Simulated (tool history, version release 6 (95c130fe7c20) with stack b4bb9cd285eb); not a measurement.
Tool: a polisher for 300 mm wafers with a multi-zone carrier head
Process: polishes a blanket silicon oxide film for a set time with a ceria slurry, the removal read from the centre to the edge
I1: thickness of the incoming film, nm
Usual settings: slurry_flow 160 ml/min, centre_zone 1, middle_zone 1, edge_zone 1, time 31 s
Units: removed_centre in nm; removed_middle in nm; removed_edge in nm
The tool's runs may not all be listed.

Run 1, day 0: usual settings but middle_zone 0.96; I1 852.4. Result: removed_centre 88.1 nm, removed_middle 84.2 nm, removed_edge 90.1 nm.
At day 1.962: edge zone pressure recalibrated.
Run 2, day 2.471: usual settings; I1 854.9. Result: removed_centre 86.6 nm, removed_middle 86.7 nm, removed_edge 89.4 nm.
At day 4.979: worn pad replaced by a new one.
Run 3, day 5.104: usual settings but middle_zone 0.92; I1 861.9. Result: removed_centre 81.3 nm, removed_middle 82.7 nm, removed_edge 91.6 nm.
At day 5.567: centre zone pressure recalibrated.
At day 11.321: slurry nozzle cleaned.
Run 4, day 13.996: usual settings but middle_zone 0.92; I1 845.8. Result: removed_centre 87 nm, removed_middle 82.3 nm, removed_edge 90.2 nm.
At day 16.233: worn pad replaced by a new one.
Run 5, day 16.254: usual settings but middle_zone 0.92; I1 859.7. Result: removed_centre 84.8 nm, removed_middle 84.1 nm, removed_edge 90.4 nm.
At day 16.888: centre zone pressure recalibrated.
Run 6, day 17.412: usual settings but slurry_flow 195 ml/min; I1 851.5. Result: removed_centre 93.5 nm, removed_middle 92.3 nm, removed_edge 91.1 nm.
At day 21.638: edge zone pressure recalibrated.
Run 7, day 24.233: usual settings; I1 858.2. Result: removed_centre 87.6 nm, removed_middle 88.5 nm, removed_edge 91.2 nm.
At day 24.988: worn pad replaced by a new one, of another model than before.
Run 8, day 25.442: usual settings; I1 852.8. Result: removed_centre 87 nm, removed_middle 88.1 nm, removed_edge 90.3 nm.
At day 27.996: carrier head's membrane replaced by a new one.
Run 9, day 28.017: usual settings; I1 858.6. Result: removed_centre 84.5 nm, removed_middle 88.9 nm, removed_edge 90 nm.
At day 28.821: centre zone pressure recalibrated.
Run 10, day 31.717: usual settings; I1 835.4. Result: removed_centre 88.5 nm, removed_middle 86.2 nm, removed_edge 89.6 nm.
Run 11, day 33.912: usual settings but slurry_flow 110 ml/min, centre_zone 1.04, middle_zone 0.89, edge_zone 1.11; I1 852. Result: removed_centre 85.1 nm, removed_middle 75 nm, removed_edge 90.4 nm.
At day 33.983: slurry nozzle cleaned.
At day 34.225: worn pad replaced by a new one.
Run 12, day 36.192: usual settings; I1 842.3. Result: removed_centre 87.5 nm, removed_middle 86.6 nm, removed_edge 90.2 nm.
Run 13, day 37.375: usual settings but centre_zone 1.04, middle_zone 0.91, edge_zone 1.07, time 24 s; I1 862.5. Result: removed_centre 69.4 nm, removed_middle 63.1 nm, removed_edge 71.9 nm.
Run 14, day 39.15: usual settings but centre_zone 1.04; I1 854.9. Result: removed_centre 89.3 nm, removed_middle 87 nm, removed_edge 90.6 nm.
Run 15, day 40.421: usual settings; I1 851. Result: removed_centre 84.7 nm, removed_middle 88.9 nm, removed_edge 89.5 nm.
At day 40.608: edge zone pressure recalibrated.
Run 16, day 41.671: usual settings but time 24 s; I1 836.4. Result: removed_centre 64.8 nm, removed_middle 66.9 nm, removed_edge 70.1 nm.
Run 17, day 43.308: usual settings but middle_zone 0.94, edge_zone 1.09; I1 852.9. Result: removed_centre 81.7 nm, removed_middle 84.8 nm, removed_edge 93 nm.
At day 43.554: centre zone pressure recalibrated.
At day 45.308: worn pad replaced by a new one.
Run 18, day 45.329: usual settings; I1 854.2. Result: removed_centre 90.1 nm, removed_middle 90.6 nm, removed_edge 90.1 nm.
Run 19, day 47.483: usual settings but middle_zone 0.91, time 24 s; I1 854.2. Result: removed_centre 68.9 nm, removed_middle 62.4 nm, removed_edge 69.4 nm.
Run 20, day 49.196: usual settings; I1 855.8. Result: removed_centre 89.3 nm, removed_middle 88 nm, removed_edge 90.2 nm.

Forecast each of these 3 alternatives for the next run:
Run A, day 49.212: usual settings; I1 845.6. Result: removed_centre ?, removed_middle ?, removed_edge ?.
Run B, day 49.212: usual settings but slurry_flow 210 ml/min, centre_zone 0.94, edge_zone 0.91; I1 845.6. Result: removed_centre ?, removed_middle ?, removed_edge ?.
Run C, day 49.212: usual settings but slurry_flow 120 ml/min, middle_zone 1.04, edge_zone 1.04, time 42 s; I1 845.6. Result: removed_centre ?, removed_middle ?, removed_edge ?.

run  removed_centre  removed_middle  removed_edge
  A              88            88.8          90.7
  B            86.3            92.2          89.8
  C           113.1           118.1         120.6
Without the tool's hidden state the same runs would have given:
run  removed_centre  removed_middle  removed_edge
  A            88.5            88.8          90.7
  B            86.7            92.2          89.8
  C           113.6           118.1         120.6
